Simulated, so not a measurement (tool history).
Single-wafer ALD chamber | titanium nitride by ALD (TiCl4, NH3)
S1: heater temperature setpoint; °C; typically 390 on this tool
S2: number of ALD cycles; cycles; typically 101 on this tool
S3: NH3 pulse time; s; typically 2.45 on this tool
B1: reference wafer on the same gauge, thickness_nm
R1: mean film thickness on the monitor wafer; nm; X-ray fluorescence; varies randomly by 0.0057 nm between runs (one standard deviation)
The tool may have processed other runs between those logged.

Run 1, hour 0: usual settings but S3 2.78 s; B1 2.609. Result: R1 2.294 nm.
Run 2, hour 29.8: usual settings but S3 2.78 s; B1 2.611. Result: R1 2.297 nm.
Run 3, hour 172.6: usual settings; B1 2.61. Result: R1 2.272 nm.
Run 4, hour 231.6: usual settings but S1 379 °C; B1 2.61. Result: R1 2.265 nm.
Run 5, hour 277: usual settings but S1 379 °C; B1 2.613. Result: R1 2.253 nm.
Run 6, hour 335.6: usual settings but S1 379 °C; B1 2.609. Result: R1 2.256 nm.
Run 7, hour 390.1: usual settings; B1 2.611. Result: R1 2.28 nm.
Run 8, hour 453.7: usual settings; B1 2.611. Result: R1 2.273 nm.
Run 9, hour 479.5: usual settings; B1 2.61. Result: R1 2.262 nm.
Run 10, hour 512.8: usual settings; B1 2.612. Result: R1 2.274 nm.
Run 11, hour 553.7: usual settings; B1 2.611. Result: R1 2.268 nm.
Run 12, hour 623.1: usual settings; B1 2.609. Result: R1 2.267 nm.
Run 13, hour 654.9: usual settings; B1 2.608. Result: R1 2.28 nm.
Run 14, hour 696.4: usual settings but S1 402 °C, S2 106 cycles; B1 2.607. Result: R1 2.414 nm.
Run 15, hour 722.6: usual settings but S1 399 °C, S3 1.77 s; B1 2.613. Result: R1 2.212 nm.
Run 16, hour 771.8: usual settings; B1 2.608. Result: R1 2.277 nm.
Run 17, hour 809.2: usual settings but S1 400 °C, S3 2.13 s; B1 2.61. Result: R1 2.265 nm.
Run 18, hour 871.5: usual settings but S1 383 °C, S3 3.05 s; B1 2.613. Result: R1 2.296 nm.
Run 19, hour 931.5: usual settings but S1 383 °C, S2 120 cycles, S3 1.74 s; B1 2.614. Result: R1 2.591 nm.
Run 20, hour 1054.5: usual settings but S1 379 °C, S2 114 cycles; B1 2.613. Result: R1 2.537 nm.
Run 21, hour 1126.2: usual settings but S1 399 °C, S3 1.77 s; B1 2.611. Result: R1 2.226 nm.
Run 22, hour 1156.9: usual settings but S1 382 °C, S2 109 cycles, S3 2.18 s; B1 2.61. Result: R1 2.424 nm.
Run 23, hour 1183.6: usual settings; B1 2.613. Result: R1 2.272 nm.
Run 24, hour 1247.8: usual settings but S2 81 cycles, S3 3.14 s; B1 2.611. Result: R1 1.841 nm.
Run 25, hour 1273.1: usual settings but S1 402 °C, S2 89 cycles, S3 1.69 s; B1 2.611. Result: R1 1.954 nm.
Run 26, hour 1328.5: usual settings; B1 2.608. Result: R1 2.265 nm.

The log once held 4 entries between its listed runs, left out of this copy. Where does each go, and what is different about the tool's unlogged condition between the listed run before it and the listed run after it?
After run 7, before run 8: gauge calibrated (hour 408.6)
  no difference in the tool's unlogged condition between these two runs
After run 19, before run 20: showerhead replaced (hour 1015); thermocouple changed; heater temperature recalibrated (hour 1046)
  no difference in the tool's unlogged condition between these two runs
After run 23, before run 24: gauge calibrated (hour 1244.7)
  no difference in the tool's unlogged condition between these two runs
